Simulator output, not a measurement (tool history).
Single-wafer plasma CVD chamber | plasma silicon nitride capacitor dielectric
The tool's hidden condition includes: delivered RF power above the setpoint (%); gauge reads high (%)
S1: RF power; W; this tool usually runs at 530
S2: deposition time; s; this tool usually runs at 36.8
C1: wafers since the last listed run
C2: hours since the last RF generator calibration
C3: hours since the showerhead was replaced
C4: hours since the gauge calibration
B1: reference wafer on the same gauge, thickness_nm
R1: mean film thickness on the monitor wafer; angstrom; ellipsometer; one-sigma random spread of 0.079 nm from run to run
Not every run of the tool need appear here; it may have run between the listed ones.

run    day   S1    S2   C1      C2      C3     C4      B1      R1
  1  0.000  530  36.8    0  1312.4  5259.5   78.6  47.008  511.03
  2  0.329  530  36.8  195  1320.3  5267.4   86.5  47.003  511.55
  3  0.621  530  36.8  173  1327.3  5274.4   93.5  46.991  509.49
  4  1.162  530  36.8  321  1340.3  5287.4  106.5  47.000  511.18
  5  1.688  530  36.8  311  1352.9  5300.0  119.1  47.011  510.63
  6  2.021  530  36.8  197  1360.9  5308.0  127.1  47.010  511.74
  7  2.425  530  36.8  240  1370.6  5317.7  136.8  46.988  510.38
  8  3.054  530  36.8  373  1385.7  5332.8  151.9  47.002  509.19
  9  3.467  490  36.8  244  1395.6  5342.7  161.8  46.987  492.68
     3.975  -- RF generator calibrated
     4.758  -- showerhead replaced
 10  4.779  530  36.8  383    19.3     0.5  193.3  46.989  523.44
     4.946  -- gauge calibrated
 11  5.033  530  36.8  150    25.4     6.6    2.1  46.996  525.03
 12  5.696  530  36.8  393    41.3    22.5   18.0  46.986  524.21
 13  6.433  475  30.9  437    59.0    40.2   35.7  46.995  420.73
 14  6.800  530  43.6  217    67.8    49.0   44.5  47.003  620.41
 15  7.192  445  30.5  232    77.2    58.4   53.9  47.002  400.95
 16  7.621  580  36.8  254    87.5    68.7   64.2  46.995  543.86
 17  7.904  485  32.3  168    94.3    75.5   71.0  47.003  443.05
 18  8.208  465  40.3  180   101.6    82.8   78.3  47.002  540.20
 19  8.538  435  44.0  195   109.5    90.7   86.2  46.997  571.56
 20  8.996  605  30.0  272   120.5   101.7   97.2  47.002  451.36

Branching from run 20: 5 alternative next runs. What would each branch give?
  A  9.012  530  34.0   9  120.9  102.1  97.6   ?   ?
  B  9.012  530  31.6   9  120.9  102.1  97.6   ?   ?
  C  9.012  600  40.7   9  120.9  102.1  97.6   ?   ?
  D  9.012  570  42.4   9  120.9  102.1  97.6   ?   ?
  E  9.012  500  31.8   9  120.9  102.1  97.6   ?   ?

run      B1      R1
  A  47.008  483.49
  B  47.008  449.36
  C  47.008  609.77
  D  47.008  621.87
  E  47.008  440.82
Without the tool's hidden state the same runs would have given:
run      R1
  A  488.63
  B  454.14
  C  616.25
  D  628.48
  E  445.51
